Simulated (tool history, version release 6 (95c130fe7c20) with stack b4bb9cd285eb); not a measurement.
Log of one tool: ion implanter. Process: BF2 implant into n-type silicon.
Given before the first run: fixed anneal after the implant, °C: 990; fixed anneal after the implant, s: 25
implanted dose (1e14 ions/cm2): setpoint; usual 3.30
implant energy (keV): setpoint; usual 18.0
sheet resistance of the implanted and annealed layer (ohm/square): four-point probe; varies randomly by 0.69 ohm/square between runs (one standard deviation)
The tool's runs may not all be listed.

run,hour,implanted dose (1e14 ions/cm2),implant energy (keV),"read-back reference wafer on the same gauge, sheet resistance",sheet resistance of the implanted and annealed layer (ohm/square)
1,0.0,3.30,18.0,392.96,333.83
2,55.9,2.71,18.0,392.83,389.58
# hour 64.4: gauge calibrated
3,87.9,2.71,18.0,392.95,390.36
4,265.4,2.71,18.0,393.04,387.82
5,327.1,3.76,20.0,393.03,296.89
6,395.7,3.76,20.0,392.99,297.29
7,435.2,3.76,20.0,393.08,297.03
8,468.2,3.30,21.0,393.03,325.84
9,500.2,3.30,18.0,392.99,331.12
10,664.3,3.30,18.0,392.93,332.29
# hour 709.7: extraction supply calibrated
11,710.2,3.30,19.5,393.00,329.15
12,744.0,3.30,19.5,392.93,328.34
13,792.1,3.30,19.5,393.06,328.59
14,859.1,2.60,18.0,393.08,400.94
15,922.1,3.30,18.0,392.97,331.20
16,946.1,3.30,18.0,392.84,331.30
17,1108.6,3.86,18.0,392.98,296.64
18,1169.1,3.86,18.0,393.04,296.23
# hour 1218.9: gauge calibrated
19,1223.5,4.19,18.0,392.78,280.67
20,1282.9,2.93,22.0,392.98,355.66
# hour 1303.2: Faraday cup replaced and dose calibrated
21,1327.8,3.30,22.0,393.00,318.50
22,1394.9,3.30,13.0,392.97,348.64
23,1461.8,2.80,15.5,392.99,377.36
24,1515.6,3.30,20.5,392.97,317.92
25,1568.7,2.61,20.5,393.02,383.87
26,1637.6,2.72,18.0,392.97,376.00
27,1694.8,3.66,22.0,392.90,290.82
28,1764.3,3.30,18.0,392.93,324.01
29,1802.8,2.89,21.0,392.84,351.49
# hour 1852.5: Faraday cup replaced and dose calibrated, repeated, since the last time left the tool worse
30,1853.0,4.11,20.0,393.16,285.45
31,1888.0,3.79,23.5,392.87,293.39
32,1915.4,3.30,23.5,392.95,327.42
33,1981.3,2.93,15.5,393.09,379.17
34,2029.0,3.30,18.0,392.94,338.96
35,2080.9,2.42,23.5,392.89,423.45
36,2124.1,3.30,18.0,393.05,336.64
37,2161.4,3.30,18.0,392.97,337.46
38,2201.7,4.10,18.0,393.05,288.63

Here are 3 independent what-if runs from the current tool condition. What would each one return?
A,2202.1,4.18,18.0,?,?
B,2202.1,3.30,22.5,?,?
C,2202.1,3.30,15.0,?,?

run,"read-back reference wafer on the same gauge, sheet resistance",sheet resistance of the implanted and annealed layer (ohm/square)
A,393.06,285.06
B,393.06,327.57
C,393.06,347.74
Without the tool's unlogged condition, the same runs would have read:
run,sheet resistance of the implanted and annealed layer (ohm/square)
A,286.53
B,329.62
C,349.69

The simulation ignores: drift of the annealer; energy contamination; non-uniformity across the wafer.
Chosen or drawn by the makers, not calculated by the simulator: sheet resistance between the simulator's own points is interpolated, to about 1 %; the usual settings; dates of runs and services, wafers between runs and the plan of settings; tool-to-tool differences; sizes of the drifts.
